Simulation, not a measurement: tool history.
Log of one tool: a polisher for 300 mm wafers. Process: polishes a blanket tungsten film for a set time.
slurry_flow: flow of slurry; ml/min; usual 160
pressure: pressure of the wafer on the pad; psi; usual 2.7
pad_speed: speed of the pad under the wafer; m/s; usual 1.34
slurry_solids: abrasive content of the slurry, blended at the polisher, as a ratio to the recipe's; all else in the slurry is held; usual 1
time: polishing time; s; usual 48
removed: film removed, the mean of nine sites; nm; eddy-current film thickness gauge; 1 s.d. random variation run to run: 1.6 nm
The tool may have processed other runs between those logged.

run,hour,slurry_flow,pressure,pad_speed,slurry_solids,time,"incoming thickness of the incoming film, nm",removed
1,0,160,2.7,1.34,1,48,620.4,233.6
2,20.4,160,2.7,1.34,1,48,603.1,235.1
3,50.7,160,2.7,1.34,0.9,42,603.9,196.6
4,63.3,160,2.7,1.34,0.9,42,611.9,197.5
5,82.6,160,2.7,1.34,0.9,42,607.6,194.5
# hour 96.7: worn pad replaced by a new one
6,117.7,160,2.7,1.34,1,48,609.4,233.3
7,140.7,160,2.7,1.34,1,48,605.4,234.2
# hour 142.7: slurry tank refilled with fresh slurry and peroxide
# hour 164.5: slurry blender recalibrated
8,170,160,2.7,1.34,1,48,619.6,238
9,203.9,160,2.7,1.34,1,48,618.6,233.8
# hour 222.8: worn pad replaced by a new one
10,229.9,160,2.7,1.34,1,48,616.1,235.1
11,256.2,160,2.7,1.34,1,48,615.1,231.1
# hour 263.5: slurry nozzle cleaned
12,277.5,160,2.7,1.34,0.9,42,608.4,197
# hour 328.7: worn pad replaced by a new one
# hour 337: slurry tank refilled with fresh slurry and peroxide
13,365.1,160,2.7,1.2,0.85,41,610,171.4
14,391.4,160,2.7,1.34,1,55,616.5,266.2
# hour 396.7: head pressure recalibrated
# hour 405.5: slurry blender recalibrated
15,410.2,160,3,1.34,1,38,607.5,206.2
16,424.1,160,3.1,1.34,1.25,48,606.1,285.1
# hour 440.2: worn pad replaced by a new one
17,449.1,160,2.7,0.94,1,48,606.2,164.3
18,481.7,160,1.9,1.64,1,64,614.4,263.6
# hour 501.8: slurry tank refilled with fresh slurry and peroxide
19,514.1,195,2.7,1.34,1,53,608.8,272.3
20,538.3,160,3.6,1.34,1.2,63,604,434.7
# hour 551.9: worn pad replaced by a new one
21,568.8,210,1.9,1.34,1.25,48,616.6,185.4

Branching from run 21: 5 alternative next runs. What would each branch give?
A,569.2,160,2.7,1.34,1,48,612.5,?
B,569.2,160,2.7,1.34,1,36,612.5,?
C,569.2,160,2.7,1.34,0.7,48,612.5,?
D,569.2,160,2,1.68,1.25,43,612.5,?
E,569.2,190,1.8,1.34,1.15,43,612.5,?

run,removed
A,234.2
B,175.6
C,202.8
D,210.8
E,151.2
Had the tool no hidden state, the same runs would have come out as:
run,removed
A,241.1
B,180.8
C,208.8
D,217
E,155.6
